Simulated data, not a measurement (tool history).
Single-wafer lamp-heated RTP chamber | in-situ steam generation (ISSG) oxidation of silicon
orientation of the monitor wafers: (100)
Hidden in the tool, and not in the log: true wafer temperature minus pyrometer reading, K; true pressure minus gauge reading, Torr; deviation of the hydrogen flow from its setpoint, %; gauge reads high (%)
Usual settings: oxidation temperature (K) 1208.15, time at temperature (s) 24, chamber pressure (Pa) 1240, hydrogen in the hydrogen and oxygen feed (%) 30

run,hour,oxidation temperature (K),time at temperature (s),chamber pressure (Pa),hydrogen in the hydrogen and oxygen feed (%),wafers since the last listed run,wafers since the last pyrometer calibration,hours since the pressure gauge was zeroed,hours since the hydrogen flow controller was replaced,hours since the gauge calibration,"read-back reference wafer on the same gauge, thickness",oxide thickness on the monitor wafer (Å)
1,0.0,1208.15,24,1240,32,0,2138,1932.4,3019.2,167.4,4.520,55.44
2,28.1,1208.15,24,1240,32,290,2429,1960.5,3047.3,195.5,4.519,55.28
# hour 78.9: pyrometer window cleaned and pyrometer calibrated
3,92.4,1208.15,24,1240,30,582,139,2024.8,3111.6,259.8,4.521,54.08
4,119.4,1208.15,24,1240,30,279,419,2051.8,3138.6,286.8,4.520,54.07
5,183.9,1208.15,24,1240,27,666,1085,2116.3,3203.1,351.3,4.523,53.06
6,209.5,1208.15,24,1240,27,264,1350,2141.9,3228.7,376.9,4.520,53.26
7,268.6,1208.15,24,1307,30,610,1961,2201.0,3287.8,436.0,4.519,54.01
# hour 371.0: pyrometer window cleaned and pyrometer calibrated
# hour 463.1: pressure gauge zeroed
8,464.3,1208.15,24,1307,30,1857,881,1.2,3483.5,631.7,4.522,54.57
# hour 542.4: hydrogen flow controller replaced
9,644.1,1208.15,24,1307,30,1776,2657,181.0,101.7,811.5,4.521,54.70
# hour 663.1: pyrometer window cleaned and pyrometer calibrated, repeated, since the last time left the tool worse
10,684.6,1208.15,17,1240,30,335,222,221.5,142.2,852.0,4.522,47.53
11,789.8,1208.15,17,1240,30,1087,1309,326.7,247.4,957.2,4.518,47.79
12,826.5,1208.15,19,1360,27,379,1689,363.4,284.1,993.9,4.522,47.38
13,866.8,1193.15,20,1240,30,416,2105,403.7,324.4,1034.2,4.520,48.55
14,923.6,1195.15,24,1240,30,587,2693,460.5,381.2,1091.0,4.520,52.38
# hour 937.5: pyrometer window cleaned and pyrometer calibrated
15,994.9,1208.15,17,1240,30,654,593,531.8,452.5,1162.3,4.519,47.39

Forecast run 16:
16,1028.7,1201.15,24,1240,30,349,942,565.6,486.3,1196.1,?,?

{"run 16": {"read-back reference wafer on the same gauge, thickness": 4.52, "oxide thickness on the monitor wafer (Å)": 53.19}}
Without the tool's hidden state the same run would have given oxide thickness on the monitor wafer (Å) 52.82.
